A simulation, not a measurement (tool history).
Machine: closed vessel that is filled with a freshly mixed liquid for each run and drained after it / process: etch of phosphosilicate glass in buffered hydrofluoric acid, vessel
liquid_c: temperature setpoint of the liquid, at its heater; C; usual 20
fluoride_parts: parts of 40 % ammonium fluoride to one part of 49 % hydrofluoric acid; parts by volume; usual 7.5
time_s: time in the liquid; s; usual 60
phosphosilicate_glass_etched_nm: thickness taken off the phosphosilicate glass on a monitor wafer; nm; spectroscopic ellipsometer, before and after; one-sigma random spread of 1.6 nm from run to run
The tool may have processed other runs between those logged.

| run | day | liquid_c | fluoride_parts | time_s | wafers since the last listed run | hours since the thermometer was replaced | hours since the hydrofluoric acid flow meter was replaced | hours since the gauge calibration | read-back film thickness of the phosphosilicate glass reference wafer, read on the same gauge (nm) | phosphosilicate_glass_etched_nm |
|---|---|---|---|---|---|---|---|---|---|---|
| 1 | 0 | 20 | 7.5 | 60 | 0 | 2553.2 | 1107.5 | 96 | 60.03 | 260.55 |
| 2 | 1.367 | 20 | 7.5 | 60 | 4460 | 2586 | 1140.3 | 128.8 | 60 | 260.64 |
| 3 | 2.025 | 20 | 7.5 | 60 | 2148 | 2601.8 | 1156.1 | 144.6 | 59.97 | 261.02 |
| 4 | 3 | 20 | 7.5 | 60 | 3182 | 2625.2 | 1179.5 | 168 | 59.99 | 261.19 |
| 5 | 4.362 | 20 | 7.5 | 60 | 4447 | 2657.9 | 1212.2 | 200.7 | 59.99 | 260.51 |
| 6 | 5.279 | 20 | 7.5 | 60 | 2991 | 2679.9 | 1234.2 | 222.7 | 60.02 | 260.68 |
| 7 | 5.854 | 20 | 7.5 | 80 | 1876 | 2693.7 | 1248 | 236.5 | 59.98 | 346.9 |
| 8 | 10.217 | 20 | 7.5 | 60 | 14239 | 2798.4 | 1352.7 | 341.2 | 60.04 | 259.2 |
| 9 | 11.1 | 20 | 7.5 | 60 | 2883 | 2819.6 | 1373.9 | 362.4 | 59.97 | 257.59 |
| 10 | 12.142 | 20 | 7.5 | 60 | 3399 | 2844.6 | 1398.9 | 387.4 | 60 | 257.34 |
| 11 | 12.917 | 17.5 | 7.5 | 60 | 2529 | 2863.2 | 1417.5 | 406 | 59.95 | 222.22 |
| 12 | 13.838 | 17.5 | 7.5 | 60 | 3005 | 2885.3 | 1439.6 | 428.1 | 60.03 | 220.76 |
| 13 | 15.25 | 24 | 7.5 | 60 | 4610 | 2919.2 | 1473.5 | 462 | 59.99 | 322.62 |
| 14 | 15.862 | 20 | 7.5 | 30 | 1999 | 2933.9 | 1488.2 | 476.7 | 59.99 | 128.67 |
| 15 | 16.871 | 17.5 | 7.5 | 60 | 3291 | 2958.1 | 1512.4 | 500.9 | 59.99 | 222.23 |
| 16 | 17.575 | 23.5 | 7.5 | 30 | 2298 | 2975 | 1529.3 | 517.8 | 59.98 | 156.36 |
| 17 | 18.604 | 20 | 9 | 60 | 3359 | 2999.7 | 1554 | 542.5 | 59.99 | 209.03 |
|  | 18.792 | thermometer replaced |
| 18 | 19.496 | 20 | 10.5 | 75 | 2774 | 16.9 | 1575.4 | 563.9 | 60.05 | 270.9 |
| 19 | 20.675 | 22.5 | 8.5 | 60 | 3848 | 45.2 | 1603.7 | 592.2 | 60.04 | 296.68 |
|  | 20.975 | hydrofluoric acid flow meter replaced |
| 20 | 21.904 | 17 | 5 | 85 | 3875 | 74.7 | 22.3 | 621.7 | 60.01 | 506.57 |
|  | 22.383 | gauge calibrated |
| 21 | 22.996 | 20 | 7.5 | 60 | 3563 | 100.9 | 48.5 | 14.7 | 59.97 | 295.15 |
| 22 | 24.112 | 20 | 7.5 | 60 | 3644 | 127.7 | 75.3 | 41.5 | 59.99 | 294.24 |
| 23 | 25.121 | 17 | 7.5 | 30 | 3291 | 151.9 | 99.5 | 65.7 | 60 | 123.62 |
| 24 | 26.158 | 17 | 9.5 | 70 | 3386 | 176.8 | 124.4 | 90.6 | 60.02 | 228.35 |
| 25 | 27.229 | 20 | 7.5 | 60 | 3495 | 202.5 | 150.1 | 116.3 | 59.94 | 291.78 |
| 26 | 28.596 | 20 | 7.5 | 60 | 4460 | 235.3 | 182.9 | 149.1 | 59.96 | 291.49 |

Forecast each of these 5 alternatives for the next run:
| A | 28.625 | 20 | 7.5 | 60 | 95 | 236 | 183.6 | 149.8 | ? | ? |
| B | 28.625 | 21.5 | 8.5 | 30 | 95 | 236 | 183.6 | 149.8 | ? | ? |
| C | 28.625 | 20 | 9.5 | 60 | 95 | 236 | 183.6 | 149.8 | ? | ? |
| D | 28.625 | 23 | 6.5 | 70 | 95 | 236 | 183.6 | 149.8 | ? | ? |
| E | 28.625 | 23.5 | 6.5 | 60 | 95 | 236 | 183.6 | 149.8 | ? | ? |

| run | read-back film thickness of the phosphosilicate glass reference wafer, read on the same gauge (nm) | phosphosilicate_glass_etched_nm |
|---|---|---|
| A | 60 | 292.52 |
| B | 60 | 138.86 |
| C | 60 | 232.02 |
| D | 60 | 463.08 |
| E | 60 | 407.95 |
With the hidden condition removed and each run's random variation left untouched, the same runs would have given:
| run | phosphosilicate_glass_etched_nm |
|---|---|
| A | 296.65 |
| B | 140.8 |
| C | 235.3 |
| D | 469.47 |
| E | 413.56 |
